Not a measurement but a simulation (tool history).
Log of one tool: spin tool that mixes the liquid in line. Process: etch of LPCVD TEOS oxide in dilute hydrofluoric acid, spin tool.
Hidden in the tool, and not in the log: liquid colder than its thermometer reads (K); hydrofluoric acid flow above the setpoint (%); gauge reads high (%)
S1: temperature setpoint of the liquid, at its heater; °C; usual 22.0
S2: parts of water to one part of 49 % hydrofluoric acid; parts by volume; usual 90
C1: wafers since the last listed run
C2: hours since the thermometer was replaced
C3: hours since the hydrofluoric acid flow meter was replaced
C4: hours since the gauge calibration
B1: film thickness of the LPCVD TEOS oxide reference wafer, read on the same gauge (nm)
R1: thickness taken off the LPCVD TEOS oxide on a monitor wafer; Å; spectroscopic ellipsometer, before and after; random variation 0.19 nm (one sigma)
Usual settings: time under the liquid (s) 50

Run 1, hour 0.0: usual settings but S1 24.0 °C, time under the liquid (s) 70; C1 0; C2 250.5; C3 1004.3; C4 397.5; B1 119.97. Result: R1 385.0 Å.
Run 2, hour 28.9: usual settings but S1 24.0 °C, time under the liquid (s) 70; C1 314; C2 279.4; C3 1033.2; C4 426.4; B1 119.99. Result: R1 389.4 Å.
Run 3, hour 47.1: usual settings but S1 24.0 °C, time under the liquid (s) 70; C1 198; C2 297.6; C3 1051.4; C4 444.6; B1 120.04. Result: R1 388.8 Å.
Run 4, hour 60.0: usual settings; C1 140; C2 310.5; C3 1064.3; C4 457.5; B1 119.95. Result: R1 254.7 Å.
Run 5, hour 82.4: usual settings; C1 243; C2 332.9; C3 1086.7; C4 479.9; B1 119.98. Result: R1 255.9 Å.
Run 6, hour 103.2: usual settings; C1 226; C2 353.7; C3 1107.5; C4 500.7; B1 119.97. Result: R1 255.6 Å.
Run 7, hour 130.5: usual settings but S1 25.0 °C; C1 297; C2 381.0; C3 1134.8; C4 528.0; B1 119.96. Result: R1 289.6 Å.
Run 8, hour 156.3: usual settings but S1 25.0 °C; C1 280; C2 406.8; C3 1160.6; C4 553.8; B1 119.99. Result: R1 284.3 Å.
Run 9, hour 170.6: usual settings; C1 155; C2 421.1; C3 1174.9; C4 568.1; B1 119.96. Result: R1 252.3 Å.
Run 10, hour 195.7: usual settings; C1 273; C2 446.2; C3 1200.0; C4 593.2; B1 119.99. Result: R1 254.3 Å.
Run 11, hour 224.1: usual settings; C1 309; C2 474.6; C3 1228.4; C4 621.6; B1 120.04. Result: R1 251.4 Å.
Run 12, hour 239.9: usual settings; C1 171; C2 490.4; C3 1244.2; C4 637.4; B1 119.99. Result: R1 251.8 Å.
Run 13, hour 256.5: usual settings but time under the liquid (s) 35; C1 180; C2 507.0; C3 1260.8; C4 654.0; B1 120.03. Result: R1 176.0 Å.
At hour 271.5: gauge calibrated.
Run 14, hour 275.6: usual settings but time under the liquid (s) 35; C1 207; C2 526.1; C3 1279.9; C4 4.1; B1 120.00. Result: R1 174.9 Å.
At hour 297.1: hydrofluoric acid flow meter replaced.
Run 15, hour 375.4: usual settings but time under the liquid (s) 35; C1 1075; C2 625.9; C3 78.3; C4 103.9; B1 120.02. Result: R1 175.6 Å.
Run 16, hour 402.5: usual settings; C1 294; C2 653.0; C3 105.4; C4 131.0; B1 119.98. Result: R1 250.1 Å.
Run 17, hour 420.7: usual settings but time under the liquid (s) 75; C1 198; C2 671.2; C3 123.6; C4 149.2; B1 120.04. Result: R1 372.7 Å.
Run 18, hour 433.7: usual settings but S1 19.0 °C; C1 141; C2 684.2; C3 136.6; C4 162.2; B1 120.00. Result: R1 220.6 Å.
Run 19, hour 456.7: usual settings; C1 250; C2 707.2; C3 159.6; C4 185.2; B1 120.00. Result: R1 247.2 Å.
Run 20, hour 481.7: usual settings; C1 272; C2 732.2; C3 184.6; C4 210.2; B1 119.98. Result: R1 248.1 Å.
Run 21, hour 497.3: usual settings; C1 169; C2 747.8; C3 200.2; C4 225.8; B1 120.00. Result: R1 252.3 Å.
Run 22, hour 516.0: usual settings; C1 203; C2 766.5; C3 218.9; C4 244.5; B1 120.05. Result: R1 247.3 Å.
Run 23, hour 545.6: usual settings but S2 65 parts by volume; C1 322; C2 796.1; C3 248.5; C4 274.1; B1 119.97. Result: R1 349.1 Å.
Run 24, hour 562.6: usual settings but S1 25.5 °C; C1 185; C2 813.1; C3 265.5; C4 291.1; B1 120.01. Result: R1 282.6 Å.
Run 25, hour 586.0: usual settings; C1 254; C2 836.5; C3 288.9; C4 314.5; B1 120.02. Result: R1 243.8 Å.
At hour 587.1: thermometer replaced.
Run 26, hour 604.1: usual settings but S1 19.0 °C, S2 135 parts by volume, time under the liquid (s) 40; C1 186; C2 17.0; C3 307.0; C4 332.6; B1 119.99. Result: R1 116.2 Å.
Run 27, hour 619.7: usual settings but S2 115 parts by volume; C1 169; C2 32.6; C3 322.6; C4 348.2; B1 119.98. Result: R1 194.7 Å.
Run 28, hour 632.7: usual settings but S1 23.5 °C, S2 135 parts by volume, time under the liquid (s) 40; C1 141; C2 45.6; C3 335.6; C4 361.2; B1 120.01. Result: R1 140.4 Å.
Run 29, hour 668.2: usual settings; C1 386; C2 81.1; C3 371.1; C4 396.7; B1 119.99. Result: R1 255.8 Å.
Run 30, hour 681.2: usual settings but S1 25.5 °C, S2 115 parts by volume, time under the liquid (s) 75; C1 141; C2 94.1; C3 384.1; C4 409.7; B1 119.97. Result: R1 338.6 Å.
Run 31, hour 714.3: usual settings but S1 19.5 °C; C1 360; C2 127.2; C3 417.2; C4 442.8; B1 120.02. Result: R1 229.2 Å.
Run 32, hour 740.2: usual settings but S1 19.0 °C, S2 45 parts by volume, time under the liquid (s) 60; C1 281; C2 153.1; C3 443.1; C4 468.7; B1 120.00. Result: R1 573.0 Å.
Run 33, hour 768.9: usual settings but S2 70 parts by volume, time under the liquid (s) 30; C1 312; C2 181.8; C3 471.8; C4 497.4; B1 119.99. Result: R1 203.5 Å.

The same runs without the tool's hidden state, with the same run-to-run variation:
run     R1
  1  396.9
  2  402.2
  3  402.1
  4  263.8
  5  265.4
  6  265.5
  7  301.1
  8  296.1
  9  263.3
 10  265.9
 11  263.3
 12  264.1
 13  184.8
 14  184.0
 15  186.0
 16  265.3
 17  396.0
 18  234.9
 19  263.2
 20  264.8
 21  269.5
 22  264.5
 23  374.7
 24  302.7
 25  262.2
 26  118.5
 27  198.8
 28  143.4
 29  262.2
 30  346.8
 31  235.8
 32  591.1
 33  210.0

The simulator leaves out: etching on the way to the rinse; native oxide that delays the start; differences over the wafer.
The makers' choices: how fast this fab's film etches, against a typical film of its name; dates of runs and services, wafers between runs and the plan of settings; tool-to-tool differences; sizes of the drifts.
